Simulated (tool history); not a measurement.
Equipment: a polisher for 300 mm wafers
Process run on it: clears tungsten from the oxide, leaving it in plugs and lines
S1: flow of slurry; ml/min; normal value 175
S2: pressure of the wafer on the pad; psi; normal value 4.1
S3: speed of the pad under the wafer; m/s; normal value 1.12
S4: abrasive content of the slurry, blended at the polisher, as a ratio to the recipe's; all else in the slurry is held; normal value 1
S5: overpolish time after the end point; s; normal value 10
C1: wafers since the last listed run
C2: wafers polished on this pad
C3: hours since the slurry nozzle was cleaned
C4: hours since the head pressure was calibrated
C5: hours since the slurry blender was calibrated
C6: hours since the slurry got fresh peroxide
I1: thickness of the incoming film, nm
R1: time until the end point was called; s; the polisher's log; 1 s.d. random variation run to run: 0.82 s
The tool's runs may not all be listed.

run,hour,S1,S2,S3,S4,S5,C1,C2,C3,C4,C5,C6,I1,R1
1,0,155,5.1,1.12,1,10,0,2031,277.9,627.5,342.4,367,619.8,67.3
# hour 23.9: slurry tank refilled with fresh slurry and peroxide
# hour 45.7: worn pad replaced by a new one
2,52.7,175,4.8,1.12,1,10,307,45,330.6,680.2,395.1,28.8,615.8,67.2
# hour 71.1: slurry blender recalibrated
3,116.7,175,4.1,1.12,1,10,399,444,394.6,744.2,45.6,92.8,615.7,79.5
4,186.2,175,4.1,1.12,1,10,447,891,464.1,813.7,115.1,162.3,628.8,81.5
5,245.6,175,4.1,1.12,1,10,382,1274,523.5,873.1,174.5,221.7,620.2,82.5
6,317.3,175,4.1,1.12,1,10,461,1736,595.2,944.8,246.2,293.4,623.4,83.1
# hour 349.7: slurry tank refilled with fresh slurry and peroxide
7,387.1,205,4.1,1.12,1,10,443,2179,665,1014.6,316,37.4,622,81.4
# hour 407: slurry blender recalibrated
# hour 420.6: head pressure recalibrated
# hour 425.4: worn pad replaced by a new one
# hour 437.2: slurry nozzle cleaned
8,437.6,205,4.1,1.12,1,10,267,72,0.4,17,30.6,87.9,619.5,83.8
9,479.2,175,3.8,1.12,1,10,267,340,42,58.6,72.2,129.5,618.1,92.1
10,542.3,175,3.8,1.12,1,10,406,746,105.1,121.7,135.3,192.6,620.5,91.8
11,613.6,175,5,1.12,1,10,459,1205,176.4,193,206.6,263.9,608.4,68.2
# hour 717.7: slurry tank refilled with fresh slurry and peroxide
# hour 761.1: worn pad replaced by a new one
12,778.8,175,4.1,1.24,1,10,1031,114,341.6,358.2,371.8,61.1,623.8,72.8
# hour 797.8: slurry blender recalibrated
13,842.9,210,4.1,1.12,1,10,399,514,405.7,422.3,45.1,125.2,612,79.1
14,871.7,150,4.1,1.12,1,8,185,699,434.5,451.1,73.9,154,612.4,81.4
15,931.9,175,4.1,1.12,1,10,387,1087,494.7,511.3,134.1,214.2,618.9,83.1
16,977.1,175,4.6,1.12,1,8,291,1378,539.9,556.5,179.3,259.4,626,74.8
17,1005.7,175,4.1,1.24,1,10,184,1562,568.5,585.1,207.9,288,631.9,75.6
18,1069.8,220,4.1,1.12,1,10,412,1975,632.6,649.2,272,352.1,614.9,79.3
# hour 1088.7: worn pad replaced by a new one
# hour 1103.7: slurry tank refilled with fresh slurry and peroxide
19,1135.2,210,4.1,1.38,1,10,388,292,698,714.6,337.4,31.5,617.3,62.9
# hour 1155.5: slurry blender recalibrated
20,1191.5,175,4.1,1.12,1,5,349,642,754.3,770.9,36,87.8,607.1,79
21,1228.4,175,4.1,1.12,1,10,237,880,791.2,807.8,72.9,124.7,614.9,79.8
# hour 1252.7: slurry nozzle cleaned
22,1432.2,175,4.8,0.98,1.15,5,1306,2186,179.5,1011.6,276.7,328.5,620.2,79.3
# hour 1494.9: slurry tank refilled with fresh slurry and peroxide
# hour 1509.3: worn pad replaced by a new one
23,1511.1,175,4.1,1.12,1,10,475,11,258.4,1090.5,355.6,16.2,628.8,79.7
# hour 1552.5: slurry blender recalibrated
24,1566.2,175,2.9,1.46,0.75,4,341,353,313.5,1145.6,13.7,71.3,614.8,91.1
# hour 1620.5: head pressure recalibrated
25,1621,175,3.7,1.12,1.1,10,340,693,368.3,0.5,68.5,126.1,611.9,93.6
26,1643.4,135,4.1,1.24,1,10,144,837,390.7,22.9,90.9,148.5,619.1,80.7

4 options for the next run, each taken on its own from the tool as it stands now. Forecast them:
A,1643.9,175,4.1,1.12,1,10,3,841,391.2,23.4,91.4,149,625.1,?
B,1643.9,135,2.8,1.12,1,10,3,841,391.2,23.4,91.4,149,625.1,?
C,1643.9,230,5.3,1.38,1,15,3,841,391.2,23.4,91.4,149,625.1,?
D,1643.9,175,4.1,1.12,1,6,3,841,391.2,23.4,91.4,149,625.1,?

run,R1
A,87.6
B,131.4
C,53.7
D,87.6
With the hidden condition removed and each run's random variation left untouched, the same runs would have given:
run,R1
A,85
B,127.4
C,52.1
D,85
